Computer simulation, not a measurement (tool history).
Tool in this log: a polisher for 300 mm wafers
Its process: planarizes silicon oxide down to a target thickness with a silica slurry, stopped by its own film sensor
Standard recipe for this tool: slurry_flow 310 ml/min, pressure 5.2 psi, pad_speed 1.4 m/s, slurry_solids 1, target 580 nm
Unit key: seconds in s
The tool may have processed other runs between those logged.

run   hour  slurry_flow  pressure  pad_speed  slurry_solids  target  wafers since the last listed run  wafers polished on this pad  hours since the slurry nozzle was cleaned  hours since the head pressure was calibrated  hours since the slurry blender was calibrated  hours since the conditioning disc was replaced  incoming thickness of the incoming film, nm  seconds
  1      0          310       5.2        1.4              1     456                                 0                         1269                                      378.9                                        1372.6                                          280.1                                           469.3                                         1074    119.7
        11  -- worn pad replaced by a new one, of another model than before
  2   12.5          310       5.2        1.4              1     456                                64                           11                                      391.4                                        1385.1                                          292.6                                           481.8                                       1064.8    122.9
  3     26          310       5.2        1.4              1     580                               101                          113                                      404.9                                        1398.6                                          306.1                                           495.3                                       1071.2    102.1
  4   59.2          310       5.2        1.4              1     580                               250                          363                                      438.1                                        1431.8                                          339.3                                           528.5                                       1087.2    105.5
      63.7  -- slurry nozzle cleaned
      73.9  -- conditioning disc replaced and pad reconditioned
  5     86          310       5.2        1.4              1     580                               179                          543                                       22.3                                        1458.6                                          366.1                                            12.1                                       1060.7     97.2
  6  110.3          310       5.2       1.28            1.1     580                               183                          726                                       46.6                                        1482.9                                          390.4                                            36.4                                         1063    102.9
     147.8  -- slurry blender recalibrated
  7  192.7          360       5.2        1.4              1     580                               606                         1332                                        129                                        1565.3                                           44.9                                           118.8                                         1074    100.3
     211.8  -- worn pad replaced by a new one
  8    219          310       5.2        1.4              1     580                               168                           54                                      155.3                                        1591.6                                           71.2                                           145.1                                       1094.3    108.5
  9    232          310       4.7        1.4              1     580                                98                          152                                      168.3                                        1604.6                                           84.2                                           158.1                                       1055.2    103.1
     243.4  -- head pressure recalibrated
 10  262.5          310       5.7        1.4           1.25     580                               214                          367                                      198.8                                          19.1                                          114.7                                           188.6                                       1080.1     92.7
 11  289.5          310       5.2        1.4              1     580                               203                          570                                      225.8                                          46.1                                          141.7                                           215.6                                       1069.1    107.5
 12  316.1          310       5.2       1.72              1     714                               200                          771                                      252.4                                          72.7                                          168.3                                           242.2                                       1076.7     67.2
 13  330.2          310       4.6       1.22            1.3     743                               106                          877                                      266.5                                          86.8                                          182.4                                           256.3                                         1068     71.7
 14  356.7          215       6.8        1.4              1     580                               199                         1077                                        293                                         113.3                                          208.9                                           282.8                                       1074.7       92
 15  371.1          270       6.9        1.4            0.7     531                               108                         1186                                      307.4                                         127.7                                          223.3                                           297.2                                       1086.7    120.9
     379.5  -- worn pad replaced by a new one
 16  430.3          245       5.2        1.4              1     580                               416                          383                                      366.6                                         186.9                                          282.5                                           356.4                                       1074.2    106.4
 17  453.9          400       4.3        1.4            0.7     580                               177                          561                                      390.2                                         210.5                                          306.1                                             380                                       1089.2    133.8
     462.4  -- slurry nozzle cleaned
 18  488.6          340       4.6        1.7              1     580                               254                          815                                       26.2                                         245.2                                          340.8                                           414.7                                       1071.5     96.8
 19  524.2          260       5.2        1.4              1     580                               268                         1083                                       61.8                                         280.8                                          376.4                                           450.3                                       1056.4    101.4
 20  541.8          360       6.1        1.4           1.25     580                               132                         1216                                       79.4                                         298.4                                            394                                           467.9                                       1080.7     87.5
     557.5  -- slurry blender recalibrated
     561.6  -- conditioning disc replaced and pad reconditioned
 21  564.1          355       5.2        1.4           0.85     580                               138                         1354                                      101.7                                         320.7                                            6.6                                             2.5                                       1072.5    109.1

The next listed run, before its measurement:
     591.3  -- worn pad replaced by a new one
 22  591.8          310       5.2        1.4              1     580                               178                            3                                      129.4                                         348.4                                           34.3                                            30.2                                       1070.2        ?

seconds: 101.9 s
On a tool with no hidden condition, and with the same random variation, this run would have come out at seconds 105.4 s.
